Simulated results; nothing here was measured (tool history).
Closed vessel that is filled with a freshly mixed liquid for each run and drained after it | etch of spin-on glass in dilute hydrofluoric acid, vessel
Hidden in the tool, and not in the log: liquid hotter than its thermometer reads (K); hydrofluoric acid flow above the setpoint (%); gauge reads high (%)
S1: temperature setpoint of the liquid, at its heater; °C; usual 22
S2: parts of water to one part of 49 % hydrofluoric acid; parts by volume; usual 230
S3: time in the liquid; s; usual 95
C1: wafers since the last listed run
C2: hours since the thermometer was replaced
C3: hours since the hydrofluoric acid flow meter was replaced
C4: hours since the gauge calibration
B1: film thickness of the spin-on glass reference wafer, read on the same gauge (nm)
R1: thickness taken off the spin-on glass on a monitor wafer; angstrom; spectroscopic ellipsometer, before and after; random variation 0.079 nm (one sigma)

run 1 day=0 | S1=21 S2=230 S3=95 | C1=0 C2=688 C3=618 C4=10.8 | B1=39.98 | R1=91.1
run 2 day=4.946 | S1=21 S2=230 S3=95 | C1=9714 C2=806.7 C3=736.7 C4=129.5 | B1=40.01 | R1=92.5
run 3 day=7.254 | S1=21 S2=230 S3=95 | C1=4534 C2=862.1 C3=792.1 C4=184.9 | B1=40 | R1=93.6
run 4 day=9.996 | S1=18 S2=185 S3=95 | C1=5385 C2=927.9 C3=857.9 C4=250.7 | B1=39.99 | R1=108.9
run 5 day=12.096 | S1=18 S2=185 S3=95 | C1=4124 C2=978.3 C3=908.3 C4=301.1 | B1=40 | R1=108.1
run 6 day=14.546 | S1=18 S2=185 S3=95 | C1=4812 C2=1037.1 C3=967.1 C4=359.9 | B1=40.02 | R1=108.4
run 7 day=15.783 | S1=18.5 S2=170 S3=95 | C1=2430 C2=1066.8 C3=996.8 C4=389.6 | B1=39.99 | R1=123.4
run 8 day=16.817 | S1=24.5 S2=230 S3=70 | C1=2029 C2=1091.6 C3=1021.6 C4=414.4 | B1=39.99 | R1=78.3
run 9 day=17.912 | S1=22 S2=230 S3=95 | C1=2152 C2=1117.9 C3=1047.9 C4=440.7 | B1=40.03 | R1=98.7
run 10 day=19.729 | S1=18 S2=230 S3=95 | C1=3568 C2=1161.5 C3=1091.5 C4=484.3 | B1=39.98 | R1=85.5
run 11 day=21.812 | S1=18 S2=230 S3=95 | C1=4092 C2=1211.5 C3=1141.5 C4=534.3 | B1=39.98 | R1=84.5
-- day=23.038 hydrofluoric acid flow meter replaced
run 12 day=23.167 | S1=18 S2=230 S3=95 | C1=2578 C2=1244 C3=3.1 C4=566.8 | B1=39.98 | R1=78.3
run 13 day=24.962 | S1=22 S2=230 S3=95 | C1=3527 C2=1287.1 C3=46.2 C4=609.9 | B1=40.01 | R1=91.6
run 14 day=27.625 | S1=22 S2=230 S3=95 | C1=5229 C2=1351 C3=110.1 C4=673.8 | B1=40.02 | R1=92.7
-- day=27.825 gauge calibrated
run 15 day=29.054 | S1=22 S2=155 S3=95 | C1=2807 C2=1385.3 C3=144.4 C4=29.5 | B1=40.01 | R1=150.6
run 16 day=30.3 | S1=22 S2=230 S3=95 | C1=2447 C2=1415.2 C3=174.3 C4=59.4 | B1=39.99 | R1=93.1
run 17 day=31.921 | S1=22 S2=230 S3=115 | C1=3183 C2=1454.1 C3=213.2 C4=98.3 | B1=39.98 | R1=113.7
run 18 day=34.546 | S1=22 S2=230 S3=95 | C1=5156 C2=1517.1 C3=276.2 C4=161.3 | B1=40.01 | R1=94.4
-- day=36.458 thermometer replaced
run 19 day=37.042 | S1=22 S2=330 S3=145 | C1=4820 C2=14 C3=336.1 C4=221.2 | B1=40 | R1=90
run 20 day=39.067 | S1=24 S2=315 S3=115 | C1=3977 C2=62.6 C3=384.7 C4=269.8 | B1=39.99 | R1=82.6
run 21 day=41.767 | S1=22 S2=230 S3=95 | C1=5303 C2=127.4 C3=449.5 C4=334.6 | B1=40 | R1=95.7
run 22 day=44.379 | S1=22 S2=230 S3=75 | C1=5131 C2=190.1 C3=512.2 C4=397.3 | B1=39.97 | R1=75.2
run 23 day=45.858 | S1=22 S2=310 S3=95 | C1=2905 C2=225.6 C3=547.7 C4=432.8 | B1=40.01 | R1=65.2
run 24 day=46.875 | S1=22 S2=230 S3=95 | C1=1996 C2=250 C3=572.1 C4=457.2 | B1=40.02 | R1=95.1
run 25 day=49.433 | S1=17 S2=230 S3=140 | C1=5025 C2=311.4 C3=633.5 C4=518.6 | B1=40.01 | R1=117.7
run 26 day=51.25 | S1=22 S2=315 S3=125 | C1=3568 C2=355 C3=677.1 C4=562.2 | B1=40 | R1=86
run 27 day=52.871 | S1=22 S2=230 S3=95 | C1=3183 C2=393.9 C3=716 C4=601.1 | B1=40 | R1=95.9
-- day=55.612 gauge calibrated
run 28 day=55.646 | S1=18.5 S2=115 S3=60 | C1=5450 C2=460.5 C3=782.6 C4=0.8 | B1=39.99 | R1=117.5

Forecast each of these 5 alternatives for the next run:
run A day=55.675 | S1=22 S2=230 S3=95 | C1=57 C2=461.2 C3=783.3 C4=1.5 | B1=? | R1=?
run B day=55.675 | S1=22 S2=120 S3=110 | C1=57 C2=461.2 C3=783.3 C4=1.5 | B1=? | R1=?
run C day=55.675 | S1=22 S2=165 S3=125 | C1=57 C2=461.2 C3=783.3 C4=1.5 | B1=? | R1=?
run D day=55.675 | S1=20 S2=230 S3=125 | C1=57 C2=461.2 C3=783.3 C4=1.5 | B1=? | R1=?
run E day=55.675 | S1=19 S2=260 S3=95 | C1=57 C2=461.2 C3=783.3 C4=1.5 | B1=? | R1=?

run=A B1=40 R1=96.5
run=B B1=40 R1=240
run=C B1=40 R1=189
run=D B1=40 R1=117.8
run=E B1=40 R1=74.2
Without the tool's hidden state the same runs would have given:
run=A R1=92.2
run=B R1=229.8
run=C R1=180.8
run=D R1=112.5
run=E R1=70.8

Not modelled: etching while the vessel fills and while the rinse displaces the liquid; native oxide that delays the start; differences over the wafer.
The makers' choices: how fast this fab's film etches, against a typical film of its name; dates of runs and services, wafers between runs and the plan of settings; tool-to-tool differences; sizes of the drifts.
